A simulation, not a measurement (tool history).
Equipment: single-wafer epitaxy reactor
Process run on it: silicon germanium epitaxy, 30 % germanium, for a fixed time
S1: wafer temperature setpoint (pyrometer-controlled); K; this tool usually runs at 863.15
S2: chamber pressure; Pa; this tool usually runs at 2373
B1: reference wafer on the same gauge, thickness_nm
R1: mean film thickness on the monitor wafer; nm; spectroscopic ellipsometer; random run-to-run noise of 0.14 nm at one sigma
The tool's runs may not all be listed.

run	day	S1	S2	B1	R1
1	0.000	868.15	2373	39.402	51.040
2	1.738	868.15	2373	39.398	51.338
3	2.796	863.15	2373	39.383	47.536
4	4.567	863.15	2760	39.396	50.041
# day 5.262: gauge calibrated
# day 6.979: showerhead replaced
5	7.000	863.15	2373	39.376	47.120
6	11.054	863.15	2373	39.389	47.140
7	13.717	863.15	2373	39.393	47.311
8	16.629	863.15	2373	39.403	47.106
9	18.629	863.15	2373	39.422	46.899
10	20.179	863.15	2373	39.387	47.257
11	21.396	870.15	2626	39.373	54.901
12	24.767	863.15	2066	39.416	44.947
13	27.196	863.15	2373	39.410	47.319
# day 28.383: pyrometer calibrated
# day 28.412: capacitance manometer re-zeroed and calibrated
14	28.896	870.15	1853	39.392	48.259
15	30.654	850.15	2373	39.437	38.180
16	32.446	863.15	1986	39.436	44.054
17	34.229	863.15	2373	39.400	47.225
18	35.546	863.15	2960	39.403	51.385
19	37.958	851.15	2373	39.399	38.598
20	40.108	863.15	2053	39.380	44.343
21	41.950	856.15	2373	39.373	41.766
22	44.950	867.15	2133	39.404	48.442
23	47.746	874.15	1933	39.399	52.060
24	49.025	878.15	2093	39.408	57.474
25	50.662	850.15	1827	39.403	34.242
26	53.017	858.15	2680	39.430	45.514
27	55.792	868.15	2160	39.397	49.451
28	58.125	863.15	2373	39.405	47.331
29	59.983	875.15	2760	39.368	60.925
# day 61.629: gauge calibrated
30	61.975	863.15	2373	39.363	47.268
31	63.529	863.15	2373	39.388	47.140
32	66.025	863.15	2666	39.401	49.225
33	73.812	870.15	2373	39.360	53.044
34	76.271	863.15	2933	39.375	51.191

Branching from run 34: 5 alternative next runs. What would each branch give?
A	76.288	863.15	2026	?	?
B	76.288	853.15	2693	?	?
C	76.288	849.15	1960	?	?
D	76.288	876.15	1787	?	?
E	76.288	877.15	2373	?	?

run	B1	R1
A	39.365	44.437
B	39.365	41.982
C	39.365	34.733
D	39.365	52.304
E	39.365	59.245
Stripped of hidden state, with their random variation kept, the same runs would have yielded:
run	R1
A	44.437
B	41.982
C	34.733
D	52.304
E	59.245
